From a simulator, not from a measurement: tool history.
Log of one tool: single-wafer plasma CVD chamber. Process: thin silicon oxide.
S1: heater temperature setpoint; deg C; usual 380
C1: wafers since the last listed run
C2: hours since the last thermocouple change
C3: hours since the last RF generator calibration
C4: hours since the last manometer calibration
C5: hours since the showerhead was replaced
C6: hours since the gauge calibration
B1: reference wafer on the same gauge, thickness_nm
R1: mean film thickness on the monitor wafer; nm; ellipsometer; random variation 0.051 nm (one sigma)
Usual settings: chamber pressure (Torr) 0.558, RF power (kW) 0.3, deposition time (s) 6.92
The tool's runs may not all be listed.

{"run": 1, "hour": 0.0, "S1": 380, "chamber pressure (Torr)": 0.558, "RF power (kW)": 0.3, "deposition time (s)": 6.92, "C1": 0, "C2": 1364.1, "C3": 1809.4, "C4": 541, "C5": 5205.8, "C6": 350.3, "B1": 9.335, "R1": 8.813}
{"run": 2, "hour": 35.0, "S1": 380, "chamber pressure (Torr)": 0.558, "RF power (kW)": 0.3, "deposition time (s)": 6.92, "C1": 608, "C2": 1399.1, "C3": 1844.4, "C4": 576, "C5": 5240.8, "C6": 385.3, "B1": 9.362, "R1": 8.911}
{"run": 3, "hour": 58.3, "S1": 380, "chamber pressure (Torr)": 0.558, "RF power (kW)": 0.3, "deposition time (s)": 6.92, "C1": 404, "C2": 1422.4, "C3": 1867.7, "C4": 599.3, "C5": 5264.1, "C6": 408.6, "B1": 9.36, "R1": 8.746}
{"run": 4, "hour": 78.0, "S1": 380, "chamber pressure (Torr)": 0.558, "RF power (kW)": 0.3, "deposition time (s)": 6.92, "C1": 342, "C2": 1442.1, "C3": 1887.4, "C4": 619, "C5": 5283.8, "C6": 428.3, "B1": 9.336, "R1": 8.886}
{"run": 5, "hour": 99.3, "S1": 380, "chamber pressure (Torr)": 0.558, "RF power (kW)": 0.3, "deposition time (s)": 6.4, "C1": 370, "C2": 1463.4, "C3": 1908.7, "C4": 640.3, "C5": 5305.1, "C6": 449.6, "B1": 9.349, "R1": 8.233}
{"run": 6, "hour": 122.4, "S1": 380, "chamber pressure (Torr)": 0.558, "RF power (kW)": 0.3, "deposition time (s)": 6.92, "C1": 401, "C2": 1486.5, "C3": 1931.8, "C4": 663.4, "C5": 5328.2, "C6": 472.7, "B1": 9.352, "R1": 8.82}
{"run": 7, "hour": 140.8, "S1": 380, "chamber pressure (Torr)": 0.558, "RF power (kW)": 0.3, "deposition time (s)": 6.92, "C1": 319, "C2": 1504.9, "C3": 1950.2, "C4": 681.8, "C5": 5346.6, "C6": 491.1, "B1": 9.35, "R1": 8.841}
{"run": 8, "hour": 172.9, "S1": 380, "chamber pressure (Torr)": 0.558, "RF power (kW)": 0.3, "deposition time (s)": 6.92, "C1": 557, "C2": 1537, "C3": 1982.3, "C4": 713.9, "C5": 5378.7, "C6": 523.2, "B1": 9.361, "R1": 8.78}
{"run": 9, "hour": 196.0, "S1": 380, "chamber pressure (Torr)": 0.558, "RF power (kW)": 0.3, "deposition time (s)": 6.92, "C1": 401, "C2": 1560.1, "C3": 2005.4, "C4": 737, "C5": 5401.8, "C6": 546.3, "B1": 9.348, "R1": 8.766}
{"run": 10, "hour": 209.8, "S1": 380, "chamber pressure (Torr)": 0.558, "RF power (kW)": 0.3, "deposition time (s)": 6.92, "C1": 239, "C2": 1573.9, "C3": 2019.2, "C4": 750.8, "C5": 5415.6, "C6": 560.1, "B1": 9.354, "R1": 8.781}
{"run": 11, "hour": 228.8, "S1": 380, "chamber pressure (Torr)": 0.558, "RF power (kW)": 0.3, "deposition time (s)": 6.92, "C1": 330, "C2": 1592.9, "C3": 2038.2, "C4": 769.8, "C5": 5434.6, "C6": 579.1, "B1": 9.325, "R1": 8.835}
{"run": 12, "hour": 245.9, "S1": 380, "chamber pressure (Torr)": 0.558, "RF power (kW)": 0.3, "deposition time (s)": 6.92, "C1": 297, "C2": 1610, "C3": 2055.3, "C4": 786.9, "C5": 5451.7, "C6": 596.2, "B1": 9.343, "R1": 8.855}
{"hour": 263.8, "done": "RF generator calibrated"}
{"run": 13, "hour": 264.3, "S1": 380, "chamber pressure (Torr)": 0.558, "RF power (kW)": 0.3, "deposition time (s)": 6.92, "C1": 180, "C2": 1628.4, "C3": 0.5, "C4": 805.3, "C5": 5470.1, "C6": 614.6, "B1": 9.342, "R1": 8.846}
{"run": 14, "hour": 281.4, "S1": 380, "chamber pressure (Torr)": 0.558, "RF power (kW)": 0.3, "deposition time (s)": 6.92, "C1": 297, "C2": 1645.5, "C3": 17.6, "C4": 822.4, "C5": 5487.2, "C6": 631.7, "B1": 9.319, "R1": 8.863}
{"run": 15, "hour": 299.2, "S1": 385, "chamber pressure (Torr)": 0.558, "RF power (kW)": 0.3, "deposition time (s)": 6.92, "C1": 309, "C2": 1663.3, "C3": 35.4, "C4": 840.2, "C5": 5505, "C6": 649.5, "B1": 9.337, "R1": 8.79}
{"run": 16, "hour": 317.8, "S1": 380, "chamber pressure (Torr)": 0.558, "RF power (kW)": 0.3, "deposition time (s)": 6.92, "C1": 323, "C2": 1681.9, "C3": 54, "C4": 858.8, "C5": 5523.6, "C6": 668.1, "B1": 9.342, "R1": 8.792}
{"hour": 332.5, "done": "showerhead replaced"}
{"run": 17, "hour": 335.9, "S1": 380, "chamber pressure (Torr)": 0.558, "RF power (kW)": 0.245, "deposition time (s)": 6.92, "C1": 175, "C2": 1700, "C3": 72.1, "C4": 876.9, "C5": 3.4, "C6": 686.2, "B1": 9.347, "R1": 8.152}
{"hour": 440.7, "done": "capacitance manometer re-zeroed and calibrated"}
{"run": 18, "hour": 441.9, "S1": 380, "chamber pressure (Torr)": 0.558, "RF power (kW)": 0.3, "deposition time (s)": 6.92, "C1": 1702, "C2": 1806, "C3": 178.1, "C4": 1.2, "C5": 109.4, "C6": 792.2, "B1": 9.338, "R1": 8.944}
{"hour": 488.6, "done": "gauge calibrated"}
{"run": 19, "hour": 518.1, "S1": 386, "chamber pressure (Torr)": 0.558, "RF power (kW)": 0.245, "deposition time (s)": 6.92, "C1": 1323, "C2": 1882.2, "C3": 254.3, "C4": 77.4, "C5": 185.6, "C6": 29.5, "B1": 9.327, "R1": 8.057}
{"hour": 537.9, "done": "thermocouple changed; heater temperature recalibrated"}
{"run": 20, "hour": 538.4, "S1": 385, "chamber pressure (Torr)": 0.558, "RF power (kW)": 0.3, "deposition time (s)": 8.17, "C1": 213, "C2": 0.5, "C3": 274.6, "C4": 97.7, "C5": 205.9, "C6": 49.8, "B1": 9.342, "R1": 10.378}
{"run": 21, "hour": 557.5, "S1": 374, "chamber pressure (Torr)": 0.627, "RF power (kW)": 0.28, "deposition time (s)": 8.05, "C1": 331, "C2": 19.6, "C3": 293.7, "C4": 116.8, "C5": 225, "C6": 68.9, "B1": 9.335, "R1": 11.082}
{"run": 22, "hour": 589.5, "S1": 380, "chamber pressure (Torr)": 0.669, "RF power (kW)": 0.3, "deposition time (s)": 6.92, "C1": 555, "C2": 51.6, "C3": 325.7, "C4": 148.8, "C5": 257, "C6": 100.9, "B1": 9.352, "R1": 10.174}
{"run": 23, "hour": 624.1, "S1": 374, "chamber pressure (Torr)": 0.627, "RF power (kW)": 0.28, "deposition time (s)": 8.05, "C1": 601, "C2": 86.2, "C3": 360.3, "C4": 183.4, "C5": 291.6, "C6": 135.5, "B1": 9.336, "R1": 11.057}
{"run": 24, "hour": 649.1, "S1": 374, "chamber pressure (Torr)": 0.627, "RF power (kW)": 0.28, "deposition time (s)": 8.05, "C1": 434, "C2": 111.2, "C3": 385.3, "C4": 208.4, "C5": 316.6, "C6": 160.5, "B1": 9.344, "R1": 11.126}
{"run": 25, "hour": 678.3, "S1": 371, "chamber pressure (Torr)": 0.63, "RF power (kW)": 0.325, "deposition time (s)": 8.03, "C1": 507, "C2": 140.4, "C3": 414.5, "C4": 237.6, "C5": 345.8, "C6": 189.7, "B1": 9.34, "R1": 11.714}
{"run": 26, "hour": 691.0, "S1": 380, "chamber pressure (Torr)": 0.558, "RF power (kW)": 0.35, "deposition time (s)": 6.92, "C1": 220, "C2": 153.1, "C3": 427.2, "C4": 250.3, "C5": 358.5, "C6": 202.4, "B1": 9.371, "R1": 9.389}
{"run": 27, "hour": 710.0, "S1": 380, "chamber pressure (Torr)": 0.64, "RF power (kW)": 0.34, "deposition time (s)": 6.92, "C1": 330, "C2": 172.1, "C3": 446.2, "C4": 269.3, "C5": 377.5, "C6": 221.4, "B1": 9.34, "R1": 10.223}
{"run": 28, "hour": 732.3, "S1": 384, "chamber pressure (Torr)": 0.62, "RF power (kW)": 0.355, "deposition time (s)": 6.49, "C1": 387, "C2": 194.4, "C3": 468.5, "C4": 291.6, "C5": 399.8, "C6": 243.7, "B1": 9.361, "R1": 9.742}

Forecast each of these 5 alternatives for the next run:
{"run": "A", "hour": 732.7, "S1": 380, "chamber pressure (Torr)": 0.558, "RF power (kW)": 0.3, "deposition time (s)": 6.92, "C1": 6, "C2": 194.8, "C3": 468.9, "C4": 292, "C5": 400.2, "C6": 244.1, "B1": "?", "R1": "?"}
{"run": "B", "hour": 732.7, "S1": 385, "chamber pressure (Torr)": 0.678, "RF power (kW)": 0.3, "deposition time (s)": 6.92, "C1": 6, "C2": 194.8, "C3": 468.9, "C4": 292, "C5": 400.2, "C6": 244.1, "B1": "?", "R1": "?"}
{"run": "C", "hour": 732.7, "S1": 380, "chamber pressure (Torr)": 0.649, "RF power (kW)": 0.3, "deposition time (s)": 6.92, "C1": 6, "C2": 194.8, "C3": 468.9, "C4": 292, "C5": 400.2, "C6": 244.1, "B1": "?", "R1": "?"}
{"run": "D", "hour": 732.7, "S1": 366, "chamber pressure (Torr)": 0.558, "RF power (kW)": 0.265, "deposition time (s)": 6.92, "C1": 6, "C2": 194.8, "C3": 468.9, "C4": 292, "C5": 400.2, "C6": 244.1, "B1": "?", "R1": "?"}
{"run": "E", "hour": 732.7, "S1": 385, "chamber pressure (Torr)": 0.696, "RF power (kW)": 0.32, "deposition time (s)": 7.55, "C1": 6, "C2": 194.8, "C3": 468.9, "C4": 292, "C5": 400.2, "C6": 244.1, "B1": "?", "R1": "?"}

run=A B1=9.338 R1=8.883
run=B B1=9.338 R1=10.379
run=C B1=9.338 R1=10.047
run=D B1=9.338 R1=8.521
run=E B1=9.338 R1=11.866
Without the tool's hidden state the same runs would have given:
run=A R1=8.883
run=B R1=10.379
run=C R1=10.047
run=D R1=8.521
run=E R1=11.866
